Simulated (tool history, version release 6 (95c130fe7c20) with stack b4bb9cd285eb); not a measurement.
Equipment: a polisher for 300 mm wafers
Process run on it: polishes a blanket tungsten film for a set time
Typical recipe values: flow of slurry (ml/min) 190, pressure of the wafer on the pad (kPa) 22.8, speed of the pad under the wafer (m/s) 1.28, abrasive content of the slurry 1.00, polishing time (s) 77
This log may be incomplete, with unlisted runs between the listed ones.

run	hour	flow of slurry (ml/min)	pressure of the wafer on the pad (kPa)	speed of the pad under the wafer (m/s)	abrasive content of the slurry	polishing time (s)	incoming thickness of the incoming film, nm	film removed (angstrom)
1	0.0	235	22.8	1.28	0.90	77	1456.0	3589
2	32.8	190	22.8	1.28	0.80	77	1457.4	3332
3	59.3	190	22.8	1.28	0.80	77	1462.4	3386
# hour 63.7: head pressure recalibrated
# hour 86.3: worn pad replaced by a new one
# hour 87.5: slurry tank refilled with fresh slurry and peroxide
4	91.1	155	24.8	1.28	1.00	77	1449.6	3678
5	123.9	190	22.8	1.44	1.00	77	1458.8	3905
6	147.2	190	22.8	1.08	1.00	77	1450.3	2943
7	168.4	190	22.8	1.16	1.00	69	1440.3	2767
8	184.8	230	22.8	1.28	1.00	64	1444.1	2923
# hour 188.7: slurry nozzle cleaned
9	197.6	190	26.2	1.40	1.00	77	1467.1	4118
10	221.3	190	22.8	1.28	1.00	77	1442.7	3404
11	255.4	190	22.8	1.28	1.00	77	1449.0	3402
12	269.5	190	25.5	0.98	1.25	88	1452.2	3387
13	300.4	190	22.8	1.44	1.00	60	1453.3	2917
# hour 312.8: slurry blender recalibrated
14	326.6	190	17.9	0.96	1.15	77	1436.6	2361
# hour 357.6: worn pad replaced by a new one
15	358.2	190	22.8	1.06	1.00	91	1461.3	3477
16	379.2	190	22.8	1.28	1.00	77	1430.0	3617
# hour 384.1: slurry tank refilled with fresh slurry and peroxide
17	397.0	230	22.8	1.02	1.00	103	1427.8	3932
18	429.7	190	22.8	1.28	1.00	77	1457.1	3621
19	457.9	190	22.8	1.52	1.15	102	1469.2	5728
20	481.1	190	22.8	1.28	1.00	77	1453.7	3590
21	498.7	190	22.8	0.96	1.00	77	1466.7	2676
22	511.4	190	22.8	1.28	1.00	87	1459.3	4038
23	542.6	190	24.8	0.88	1.00	92	1477.1	3091
# hour 573.0: head pressure recalibrated
# hour 628.1: worn pad replaced by a new one
24	631.0	190	22.8	1.38	1.00	77	1489.9	3779
25	664.4	230	22.8	1.02	1.00	103	1483.5	3763
# hour 674.1: slurry tank refilled with fresh slurry and peroxide
26	694.3	190	24.8	1.28	1.00	89	1475.0	4280
27	722.3	190	22.8	1.08	1.25	77	1459.0	3087

Below are 3 alternative next runs, each starting from the tool's condition after run 27. Predict each:
A	722.7	190	22.8	1.28	0.90	77	1436.4	?
B	722.7	190	19.3	1.60	1.00	95	1436.4	?
C	722.7	130	26.9	1.52	1.00	63	1436.4	?

run	film removed (angstrom)
A	3383
B	4777
C	3632
Stripped of hidden state, with their random variation kept, the same runs would have yielded:
run	film removed (angstrom)
A	3527
B	4982
C	3788
